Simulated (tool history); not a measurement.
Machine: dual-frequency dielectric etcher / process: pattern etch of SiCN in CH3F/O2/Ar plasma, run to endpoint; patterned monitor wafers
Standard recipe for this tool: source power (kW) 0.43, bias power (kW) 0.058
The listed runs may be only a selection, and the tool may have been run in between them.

| run | hour | source power (kW) | bias power (kW) | incoming incoming film thickness, nm | endpoint time (s) |
|---|---|---|---|---|---|
| 1 | 0 | 0.49 | 0.054 | 8 | 20.9 |
| 2 | 26.4 | 0.49 | 0.054 | 8.03 | 21 |
| 3 | 44.2 | 0.49 | 0.054 | 7.99 | 21.1 |
| 4 | 64.4 | 0.43 | 0.058 | 7.98 | 21.4 |
| 5 | 97.2 | 0.43 | 0.058 | 8.01 | 21.4 |
| 6 | 129.1 | 0.39 | 0.048 | 7.99 | 23.7 |
|  | 169.8 | source power generator calibrated |
|  | 170.5 | wet clean of the chamber |
| 7 | 171 | 0.39 | 0.048 | 8 | 23.2 |
| 8 | 186 | 0.43 | 0.058 | 7.92 | 20.2 |
| 9 | 218.5 | 0.43 | 0.058 | 7.98 | 20.8 |
|  | 229.9 | bias power generator calibrated |
| 10 | 251.5 | 0.47 | 0.058 | 8.1 | 20.7 |
| 11 | 272.3 | 0.47 | 0.047 | 8.05 | 22.2 |

Forecast run 12:
| 12 | 291 | 0.43 | 0.058 | 8.04 | ? |

{"run 12": {"endpoint time (s)": 20.8}}
On a tool with no hidden condition, and with the same random variation, this run would have come out at endpoint time (s) 20.6.
